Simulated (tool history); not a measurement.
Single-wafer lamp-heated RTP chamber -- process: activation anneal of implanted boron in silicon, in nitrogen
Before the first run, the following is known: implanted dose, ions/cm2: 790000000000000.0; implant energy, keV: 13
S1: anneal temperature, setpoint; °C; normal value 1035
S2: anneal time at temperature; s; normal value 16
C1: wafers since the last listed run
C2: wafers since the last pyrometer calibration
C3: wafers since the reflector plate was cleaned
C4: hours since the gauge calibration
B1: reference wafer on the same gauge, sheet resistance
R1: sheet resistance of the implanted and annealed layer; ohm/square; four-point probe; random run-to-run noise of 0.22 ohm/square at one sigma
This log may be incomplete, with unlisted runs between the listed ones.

run   hour    S1  S2   C1    C2     C3     C4      B1      R1
  1      0  1035  16    0  1302   7685  452.8  151.03  144.19
  2   13.8  1035  16  186  1488   7872  466.6  150.93  143.75
  3   29.1  1035  16  207  1696   8079  481.9  151.05  143.61
  4   52.4  1035  16  315  2011   8395  505.2  151.02  143.48
  5   76.1  1035  16  321  2332   8716  528.9  150.97  143.26
  6   97.9  1035  16  295  2628   9011  550.7  150.96  143.31
  7  119.6  1035  16  293  2921   9305  572.4  151.01  143.43
  8  136.7  1035  16  231  3153   9536  589.5  150.84  143.23
  9  170.3  1035  16  455  3608   9991  623.1  150.99  143.36
     195.5  -- gauge calibrated
 10  198.9  1035  16  387  3996  10379    3.4     151  142.89
 11  212.9  1035  22  189  4185  10568   17.4  151.05  142.43
 12  232.8  1035  16  269  4455  10838   37.3  150.95  143.15
     242.3  -- pyrometer window cleaned and pyrometer calibrated
 13  250.9  1035  16  136   116  10975   55.4  151.04  144.04
 14  270.6  1035  16  266   383  11242   75.1     151  143.52
 15  294.9  1024  24  329   712  11571   99.4  151.04  143.89
 16  322.6  1035  16  375  1087  11946  127.1   150.9     144
 17  347.9  1035  20  342  1430  12289  152.4  150.97  143.38
 18  365.4  1060   7  237  1667  12526  169.9  150.95  143.34
     374.9  -- reflector plate cleaned
 19  398.3  1025  25  337  2004    316  202.8  150.92   143.5
 20    427  1035  16  388  2393    705  231.5  151.01  143.38
 21  450.3  1026  11  315  2708   1021  254.8  151.05  144.59
 22  485.2  1016   9  472  3181   1493  289.7  150.88  146.27
 23  507.5  1054   9  302  3483   1795    312  151.04  143.62
 24  526.5  1035  16  257  3740   2053    331  150.94  143.32
 25  543.2  1057  16  226  3966   2279  347.7  151.16  142.21
 26  571.8  1006   8  387  4354   2666  376.3  150.94  147.08
     602.7  -- pyrometer window cleaned and pyrometer calibrated
 27  603.2  1060  11  316     7   2983  407.7   150.9  143.36
 28    629  1064  11  349   356   3333  433.5  150.93  143.22

Below are 3 alternative next runs, each starting from the tool's condition after run 28. Predict each:
  A  629.4  1035  16   5  362  3338  433.9   ?   ?
  B  629.4  1053  22   5  362  3338  433.9   ?   ?
  C  629.4  1010  20   5  362  3338  433.9   ?   ?

run      B1      R1
  A  151.05   144.1
  B  151.05  142.23
  C  151.05  146.54
With no hidden state in the tool, these same runs would have given:
run      R1
  A  144.22
  B   142.3
  C  146.79
